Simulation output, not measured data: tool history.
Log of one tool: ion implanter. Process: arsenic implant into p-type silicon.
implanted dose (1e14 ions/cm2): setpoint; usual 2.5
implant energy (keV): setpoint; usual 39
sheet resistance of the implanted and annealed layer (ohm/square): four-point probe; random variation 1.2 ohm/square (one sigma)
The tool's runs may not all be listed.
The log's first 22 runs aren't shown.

run     day  implanted dose (1e14 ions/cm2)  implant energy (keV)  read-back reference wafer on the same gauge, sheet resistance  sheet resistance of the implanted and annealed layer (ohm/square)
     53.688  -- Faraday cup replaced and dose calibrated
 23  53.708                             2.5                    39                                                         362.12                                                             322.96
 24  56.404                             2.5                    44                                                         362.41                                                             319.72
 25  58.129                            2.85                  28.5                                                         361.65                                                             311.49
 26      61                            2.16                    28                                                         362.19                                                             382.78
 27  62.675                            1.82                    46                                                         361.65                                                              399.7
 28  64.638                            2.07                  50.5                                                         361.66                                                             363.53
 29  66.392                            2.77                    26                                                         362.29                                                             324.44
 30  68.362                             2.5                    29                                                          362.2                                                             345.24
 31   69.65                            1.98                  27.5                                                         362.15                                                             410.49
 32  71.958                            2.89                  49.5                                                         361.83                                                             287.47
 33  74.562                            2.99                  51.5                                                         362.03                                                             277.58
 34  76.296                               2                    39                                                         362.51                                                             389.99
 35  78.238                             2.5                    32                                                         361.95                                                             343.58
 36   83.65                             2.5                    39                                                         362.22                                                             333.03
 37  85.229                            1.93                    31                                                         361.96                                                             415.34
 38  88.721                            2.29                  48.5                                                         361.74                                                             344.03

3 ways to go on from here, each from the tool as it stands after run 38. What would each give?
  A  88.738                            2.91                    39                                                              ?                                                                  ?
  B  88.738                             2.5                  49.5                                                              ?                                                                  ?
  C  88.738                            2.76                  42.5                                                              ?                                                                  ?

run  read-back reference wafer on the same gauge, sheet resistance  sheet resistance of the implanted and annealed layer (ohm/square)
  A                                                         361.96                                                             298.59
  B                                                         361.96                                                             321.67
  C                                                         361.96                                                             306.46
Without the tool's hidden state the same runs would have given:
run  sheet resistance of the implanted and annealed layer (ohm/square)
  A                                                             287.77
  B                                                             310.29
  C                                                             295.45

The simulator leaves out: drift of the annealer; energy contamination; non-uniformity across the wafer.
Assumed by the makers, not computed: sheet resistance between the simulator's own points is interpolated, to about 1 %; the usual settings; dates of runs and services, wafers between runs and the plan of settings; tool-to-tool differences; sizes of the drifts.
